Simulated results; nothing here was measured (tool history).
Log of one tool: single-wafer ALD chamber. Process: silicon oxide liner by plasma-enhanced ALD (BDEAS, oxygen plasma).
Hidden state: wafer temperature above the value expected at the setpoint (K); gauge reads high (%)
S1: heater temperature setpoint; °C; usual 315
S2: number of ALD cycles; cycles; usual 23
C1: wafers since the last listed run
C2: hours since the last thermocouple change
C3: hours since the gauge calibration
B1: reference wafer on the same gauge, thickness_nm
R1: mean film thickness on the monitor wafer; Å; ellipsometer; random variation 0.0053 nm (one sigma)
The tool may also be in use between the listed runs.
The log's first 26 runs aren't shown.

Run 27, hour 686.7: usual settings but S1 327 °C; C1 171; C2 1416.1; C3 1205.8; B1 2.484. Result: R1 20.42 Å.
At hour 734.0: thermocouple changed; heater temperature recalibrated.
Run 28, hour 753.1: usual settings; C1 814; C2 19.1; C3 1272.2; B1 2.481. Result: R1 20.77 Å.
Run 29, hour 787.9: usual settings; C1 485; C2 53.9; C3 1307.0; B1 2.480. Result: R1 20.73 Å.
At hour 792.0: gauge calibrated.
Run 30, hour 811.5: usual settings but S1 311 °C, S2 26 cycles; C1 328; C2 77.5; C3 19.5; B1 2.548. Result: R1 24.24 Å.
Run 31, hour 824.2: usual settings but S1 330 °C, S2 20 cycles; C1 177; C2 90.2; C3 32.2; B1 2.550. Result: R1 18.08 Å.
Run 32, hour 853.1: usual settings but S1 306 °C, S2 25 cycles; C1 402; C2 119.1; C3 61.1; B1 2.548. Result: R1 23.50 Å.
Run 33, hour 867.9: usual settings but S1 307 °C, S2 21 cycles; C1 206; C2 133.9; C3 75.9; B1 2.547. Result: R1 19.72 Å.
Run 34, hour 901.0: usual settings but S1 326 °C, S2 26 cycles; C1 461; C2 167.0; C3 109.0; B1 2.546. Result: R1 23.62 Å.
Run 35, hour 933.4: usual settings but S1 305 °C; C1 451; C2 199.4; C3 141.4; B1 2.545. Result: R1 21.66 Å.
Run 36, hour 960.4: usual settings but S1 326 °C; C1 376; C2 226.4; C3 168.4; B1 2.545. Result: R1 20.83 Å.
Run 37, hour 984.3: usual settings but S2 20 cycles; C1 333; C2 250.3; C3 192.3; B1 2.541. Result: R1 18.51 Å.
Run 38, hour 1001.3: usual settings; C1 236; C2 267.3; C3 209.3; B1 2.542. Result: R1 21.28 Å.
Run 39, hour 1018.1: usual settings but S1 305 °C, S2 19 cycles; C1 234; C2 284.1; C3 226.1; B1 2.538. Result: R1 17.77 Å.
Run 40, hour 1034.8: usual settings but S1 323 °C; C1 232; C2 300.8; C3 242.8; B1 2.542. Result: R1 20.86 Å.
Run 41, hour 1068.4: usual settings; C1 468; C2 334.4; C3 276.4; B1 2.534. Result: R1 21.15 Å.
Run 42, hour 1103.1: usual settings; C1 483; C2 369.1; C3 311.1; B1 2.533. Result: R1 21.21 Å.
Run 43, hour 1132.3: usual settings but S1 304 °C, S2 19 cycles; C1 407; C2 398.3; C3 340.3; B1 2.535. Result: R1 17.75 Å.

4 ways to go on from here, each from the tool as it stands after run 43. What would each give?
Run A, hour 1132.7: usual settings but S1 322 °C; C1 5; C2 398.7; C3 340.7; B1 ?. Result: R1 ?.
Run B, hour 1132.7: usual settings but S1 329 °C, S2 20 cycles; C1 5; C2 398.7; C3 340.7; B1 ?. Result: R1 ?.
Run C, hour 1132.7: usual settings but S1 320 °C, S2 24 cycles; C1 5; C2 398.7; C3 340.7; B1 ?. Result: R1 ?.
Run D, hour 1132.7: usual settings but S1 302 °C, S2 20 cycles; C1 5; C2 398.7; C3 340.7; B1 ?. Result: R1 ?.

run     B1     R1
  A  2.536  20.95
  B  2.536  18.01
  C  2.536  21.93
  D  2.536  18.80
Without the tool's hidden state the same runs would have given:
run     R1
  A  21.08
  B  18.12
  C  22.07
  D  18.92

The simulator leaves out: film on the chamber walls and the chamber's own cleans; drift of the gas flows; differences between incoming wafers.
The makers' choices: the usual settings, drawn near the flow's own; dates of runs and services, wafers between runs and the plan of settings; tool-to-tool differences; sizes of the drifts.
